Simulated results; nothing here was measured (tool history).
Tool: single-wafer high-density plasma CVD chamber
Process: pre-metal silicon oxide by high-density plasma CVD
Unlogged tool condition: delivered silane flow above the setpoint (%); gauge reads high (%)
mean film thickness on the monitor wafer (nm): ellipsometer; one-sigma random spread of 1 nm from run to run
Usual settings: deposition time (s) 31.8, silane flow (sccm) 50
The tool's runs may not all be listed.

run	hour	deposition time (s)	silane flow (sccm)	wafers since the last listed run	hours since the silane flow controller was replaced	hours since the gauge calibration	read-back reference wafer on the same gauge, thickness_nm	mean film thickness on the monitor wafer (nm)
1	0.0	31.8	54	0	2559.2	1094.1	171.861	189.744
2	45.1	31.8	50	826	2604.3	1139.2	172.022	176.173
3	125.9	31.8	50	1481	2685.1	1220.0	171.872	177.802
4	202.5	31.8	50	1404	2761.7	1296.6	171.918	178.591
5	309.1	31.8	55	1953	2868.3	1403.2	171.845	194.039
6	377.1	31.8	52	1246	2936.3	1471.2	172.067	185.062
7	445.8	31.8	52	1259	3005.0	1539.9	171.885	186.053
8	496.9	31.8	50	936	3056.1	1591.0	171.804	176.926
9	551.9	29.9	45	1008	3111.1	1646.0	172.061	150.838
10	654.8	29.9	45	1886	3214.0	1748.9	172.088	150.704
11	756.5	31.8	50	1864	3315.7	1850.6	172.131	178.946
12	1076.3	36.0	50	5861	3635.5	2170.4	171.704	203.274
13	1164.0	36.0	50	1607	3723.2	2258.1	171.826	202.156
14	1206.9	36.0	50	786	3766.1	2301.0	172.003	204.776
15	1274.4	31.8	50	1237	3833.6	2368.5	171.974	178.729
16	1336.8	31.8	50	1143	3896.0	2430.9	171.919	177.345
17	1396.4	31.8	50	1092	3955.6	2490.5	172.216	178.359
18	1465.7	31.8	50	1270	4024.9	2559.8	172.206	179.266
19	1507.3	31.8	50	762	4066.5	2601.4	172.045	179.403
20	1564.2	31.8	50	1042	4123.4	2658.3	171.803	179.174
21	1630.8	31.8	50	1220	4190.0	2724.9	171.878	178.785
22	1932.0	28.4	56	5520	4491.2	3026.1	171.980	180.971
23	2022.4	35.0	50	1656	4581.6	3116.5	171.981	196.918
# hour 2061.3: gauge calibrated
24	2121.0	38.1	50	1807	4680.2	59.7	171.894	216.938
# hour 2156.2: silane flow controller replaced
25	2169.4	35.5	46	740	13.2	108.1	172.010	178.188
26	2208.4	31.8	50	714	52.2	147.1	172.160	172.840
27	2294.2	36.1	46	1572	138.0	232.9	172.016	183.132
28	2391.5	31.8	50	1783	235.3	330.2	172.042	174.586
29	2462.6	31.8	50	1303	306.4	401.3	172.044	177.570
30	2557.5	36.3	43	1739	401.3	496.2	171.858	172.129
31	2659.2	31.8	56	1864	503.0	597.9	171.939	194.945
32	2754.2	26.1	47	1741	598.0	692.9	171.815	135.563
33	2857.4	34.5	50	1891	701.2	796.1	171.893	190.548
34	2909.0	31.8	50	945	752.8	847.7	172.073	174.956
35	3012.6	35.6	59	1898	856.4	951.3	172.105	233.232
36	3297.6	37.7	50	5223	1141.4	1236.3	171.935	210.474
37	3374.0	28.6	57	1400	1217.8	1312.7	172.078	179.007
38	3469.9	31.8	52	1757	1313.7	1408.6	171.947	183.314
39	3552.3	38.1	50	1510	1396.1	1491.0	172.094	213.553
40	3609.4	36.9	41	1046	1453.2	1548.1	172.047	168.737
41	3647.3	31.8	50	694	1491.1	1586.0	171.940	177.351
42	3745.9	29.2	43	1807	1589.7	1684.6	171.896	139.662

Below, some changes in mean film thickness on the monitor wafer (nm) between adjacent runs. For each, the amount present without the hidden state too (settings, incoming material, random variation) and the amount remaining for the hidden state with gauge scatter not shared by both compared results:
Run 11 -> 12: deposition time (s) 31.8 -> 36.0. mean film thickness on the monitor wafer (nm) +24.328: hidden state +1.009, all else +23.319.
Run 23 -> 24: deposition time (s) 35.0 -> 38.1, gauge calibrated. mean film thickness on the monitor wafer (nm) +20.020: hidden state +0.856, all else +19.164.
Run 24 -> 25: deposition time (s) 38.1 -> 35.5, silane flow (sccm) 50 -> 46, silane flow controller replaced. mean film thickness on the monitor wafer (nm) -38.750: hidden state -6.272, all else -32.478.
Run 31 -> 32: deposition time (s) 31.8 -> 26.1, silane flow (sccm) 56 -> 47. mean film thickness on the monitor wafer (nm) -59.382: hidden state -0.145, all else -59.237.
Run 32 -> 33: deposition time (s) 26.1 -> 34.5, silane flow (sccm) 47 -> 50. mean film thickness on the monitor wafer (nm) +54.985: hidden state +0.196, all else +54.789.
Run 34 -> 35: deposition time (s) 31.8 -> 35.6, silane flow (sccm) 50 -> 59. mean film thickness on the monitor wafer (nm) +58.276: hidden state +0.242, all else +58.034.
